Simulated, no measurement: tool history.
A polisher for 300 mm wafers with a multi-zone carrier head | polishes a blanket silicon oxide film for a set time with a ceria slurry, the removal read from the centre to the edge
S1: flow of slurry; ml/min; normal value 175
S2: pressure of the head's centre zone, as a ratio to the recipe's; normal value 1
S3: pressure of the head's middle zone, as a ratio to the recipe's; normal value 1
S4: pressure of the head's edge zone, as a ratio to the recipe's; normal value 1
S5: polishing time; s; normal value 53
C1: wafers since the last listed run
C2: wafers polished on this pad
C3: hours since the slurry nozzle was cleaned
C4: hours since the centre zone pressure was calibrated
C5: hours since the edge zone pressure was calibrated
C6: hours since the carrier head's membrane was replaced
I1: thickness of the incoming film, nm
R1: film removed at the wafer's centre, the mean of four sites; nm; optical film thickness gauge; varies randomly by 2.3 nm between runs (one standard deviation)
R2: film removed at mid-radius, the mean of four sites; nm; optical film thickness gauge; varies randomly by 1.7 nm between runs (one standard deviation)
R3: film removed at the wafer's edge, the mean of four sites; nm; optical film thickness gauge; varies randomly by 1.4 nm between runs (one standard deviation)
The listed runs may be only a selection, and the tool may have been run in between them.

run   hour   S1    S2    S3    S4  S5   C1    C2     C3     C4     C5     C6     I1     R1     R2     R3
  1      0  175   1.1  0.91     1  53    0   371    5.6  371.2  759.5   37.2  960.9  196.7  163.5  171.5
       4.1  -- centre zone pressure recalibrated
      20.9  -- edge zone pressure recalibrated
  2   21.9  175     1     1     1  53  166   538   27.5   17.8      1   59.1    938  173.8  173.9  168.5
  3   50.9  140     1     1  1.08  66  270   808   56.5   46.8     30   88.1  953.3  199.5  205.9  208.7
  4   83.7  230     1     1  1.12  45  305  1113   89.3   79.6   62.8  120.9  940.2  149.1  145.1  148.8
  5  117.6  175     1  1.05  1.04  53  315  1429  123.2  113.5   96.7  154.8  949.3  164.8  174.2  160.5
  6    152  175     1     1  1.11  53  320  1749  157.6  147.9  131.1  189.2  963.2  161.1  157.5  162.9
     158.9  -- worn pad replaced by a new one
  7  179.1  210     1  0.94  0.91  53  215   188  184.7    175  158.2  216.3  955.2  183.6  177.9  171.2
     191.1  -- slurry nozzle cleaned
  8  211.3  150     1  1.08  1.08  68  290   479   20.2  207.2  190.4  248.5  935.8  223.3  234.7    222
  9    237  175     1     1     1  53  239   718   45.9  232.9  216.1  274.2  939.5  170.5  177.6  168.2
 10  269.1  175     1     1     1  53  298  1017     78    265  248.2  306.3  957.6  173.6  171.2  164.9
 11  291.9  175     1     1     1  53  212  1229  100.8  287.8    271  329.1  951.4  168.1  170.7  165.9
 12  310.7  175     1  1.05  1.04  53  175  1404  119.6  306.6  289.8  347.9  964.5  167.1  173.6  165.8
 13    326  175   1.1  0.93     1  53  142  1547  134.9  321.9  305.1  363.2  959.1  182.2  155.5  159.8
 14    347  175     1  0.91  1.09  36  195  1742  155.9  342.9  326.1  384.2  937.1    112  102.1  111.8
     361.9  -- worn pad replaced by a new one
 15  362.4  175     1     1     1  53  106     4  171.3  358.3  341.5  399.6  946.6  175.8  182.3  176.1
 16    385  135   1.1  0.93     1  46  210   214  193.9  380.9  364.1  422.2  940.6  161.8    138  145.9
     396.8  -- slurry nozzle cleaned
 17  400.8  175     1   0.9  1.09  53  137   352      4  396.7  379.9    438  956.7  173.8  160.6  178.6
     414.2  -- centre zone pressure recalibrated
 18  434.2  225     1     1     1  48  292   644   37.4     20  413.3  471.4  946.5  161.1  163.9  159.5
 19  453.2  175     1     1     1  53  176   821   56.4     39  432.3  490.4  953.7  169.1  170.4  166.4
 20  472.6  190  0.91  0.93  0.96  53  180  1002   75.8   58.4  451.7  509.8  958.4  157.3  162.9  164.2
 21  497.7  130   0.9     1   1.1  61  233  1236  100.9   83.5  476.8  534.9    964  162.2  182.4  186.9
 22  532.7  175  1.04     1     1  53  325  1562  135.9  118.5  511.8  569.9  971.7  170.5    166  158.4

Branching from run 22: 4 alternative next runs. What would each branch give?
  A  533.1  175     1   1     1  53   3  1565  136.3  118.9  512.2  570.3  963.5   ?   ?   ?
  B  533.1  175  0.91   1     1  62   3  1565  136.3  118.9  512.2  570.3  963.5   ?   ?   ?
  C  533.1  175  0.95   1     1  53   3  1565  136.3  118.9  512.2  570.3  963.5   ?   ?   ?
  D  533.1  175   0.9   1  1.06  53   3  1565  136.3  118.9  512.2  570.3  963.5   ?   ?   ?

run     R1     R2     R3
  A  162.9  165.1    160
  B  173.3  193.2  187.2
  C  154.7  165.1    160
  D  146.5  165.2  163.7
Without the tool's unlogged condition, the same runs would have read:
run     R1     R2     R3
  A  181.2  183.7  178.1
  B  192.8  214.9  208.3
  C  172.1  183.7  178.1
  D    163  183.7  182.1
